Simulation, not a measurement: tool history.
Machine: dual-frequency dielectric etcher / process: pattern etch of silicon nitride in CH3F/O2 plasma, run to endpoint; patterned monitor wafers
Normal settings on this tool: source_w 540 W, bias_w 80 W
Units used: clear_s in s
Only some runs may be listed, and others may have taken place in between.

run   hour  source_w  bias_w  wafers since the last listed run  hours since the last wet clean  hours since the last source power generator calibration  hours since the last bias power generator calibration  hours since the last upper electrode change  incoming incoming film thickness, nm  clear_s
  1    0.0       620      85                                 0                           323.9                                                   2200.0                                                 2692.4                                       4040.7                                  94.2     79.7
      50.2  -- wet clean of the chamber
  2   50.7       620      85                               138                             0.5                                                   2250.7                                                 2743.1                                       4091.4                                  94.4     81.4
  3   58.5       620      85                                40                             8.3                                                   2258.5                                                 2750.9                                       4099.2                                  94.7     81.7
  4   79.7       540      80                               110                            29.5                                                   2279.7                                                 2772.1                                       4120.4                                  93.7     85.1
  5  112.5       540      80                               170                            62.3                                                   2312.5                                                 2804.9                                       4153.2                                  95.4     86.3
  6  132.9       540      80                               106                            82.7                                                   2332.9                                                 2825.3                                       4173.6                                  94.4     85.6
  7  160.8       540      80                               145                           110.6                                                   2360.8                                                 2853.2                                       4201.5                                  94.8     85.8
  8  194.1       540      80                               173                           143.9                                                   2394.1                                                 2886.5                                       4234.8                                  94.3     84.9
  9  220.1       540      80                               135                           169.9                                                   2420.1                                                 2912.5                                       4260.8                                  95.0     84.9
 10  253.3       540      80                               172                           203.1                                                   2453.3                                                 2945.7                                       4294.0                                  95.0     85.2
 11  278.3       460      80                               130                           228.1                                                   2478.3                                                 2970.7                                       4319.0                                  94.0     87.0
 12  366.4       540      80                               458                           316.2                                                   2566.4                                                 3058.8                                       4407.1                                  93.9     83.4
 13  447.6       540      80                               422                           397.4                                                   2647.6                                                 3140.0                                       4488.3                                  94.0     83.4
     504.9  -- wet clean of the chamber
     548.5  -- upper electrode replaced
 14  549.0       540      80                               277                            44.1                                                   2749.0                                                 3241.4                                          0.5                                  94.8     86.2
 15  577.2       660      65                               146                            72.3                                                   2777.2                                                 3269.6                                         28.7                                  93.5     87.5
 16  602.0       540      80                               129                            97.1                                                   2802.0                                                 3294.4                                         53.5                                  94.4     85.5
 17  631.6       540      80                               154                           126.7                                                   2831.6                                                 3324.0                                         83.1                                  92.8     84.1
     658.2  -- bias power generator calibrated
 18  658.7       540      95                               120                           153.8                                                   2858.7                                                    0.5                                        110.2                                  94.5     79.6
 19  682.6       540      80                               124                           177.7                                                   2882.6                                                   24.4                                        134.1                                  94.3     85.0
     689.3  -- source power generator calibrated
 20  709.1       540      80                               117                           204.2                                                     19.8                                                   50.9                                        160.6                                  93.1     83.3
 21  742.3       610      80                               172                           237.4                                                     53.0                                                   84.1                                        193.8                                  94.5     82.4
 22  758.3       540      80                                83                           253.4                                                     69.0                                                  100.1                                        209.8                                  93.9     84.2
 23  781.8       460      97                               122                           276.9                                                     92.5                                                  123.6                                        233.3                                  95.4     81.7
 24  795.0       600      80                                68                           290.1                                                    105.7                                                  136.8                                        246.5                                  94.1     82.7
 25  819.6       680      67                               128                           314.7                                                    130.3                                                  161.4                                        271.1                                  94.5     85.5
     879.2  -- wet clean of the chamber
 26  879.7       490      90                               187                             0.5                                                    190.4                                                  221.5                                        331.2                                  94.0     83.1
 27  881.8       540      74                                10                             2.6                                                    192.5                                                  223.6                                        333.3                                  94.7     88.6
 28  916.2       460      89                               179                            37.0                                                    226.9                                                  258.0                                        367.7                                  93.9     84.3

The tool's hidden state at each run:
source power that arrives over what is set, %: 0, the same for each run
bias power that arrives over what is set, %: 0, the same for each run
H1: etch rate over this chamber's usual, %
run     H1
  1   2.14
  2  0.396
  3   0.45
  4  0.596
  5  0.822
  6  0.963
  7   1.16
  8   1.39
  9   1.57
 10   1.79
 11   1.97
 12   2.58
 13   3.14
 14  0.298
 15  0.493
 16  0.664
 17  0.869
 18   1.06
 19   1.22
 20    1.4
 21   1.63
 22   1.74
 23   1.91
 24      2
 25   2.17
 26  0.311
 27  0.325
 28  0.563
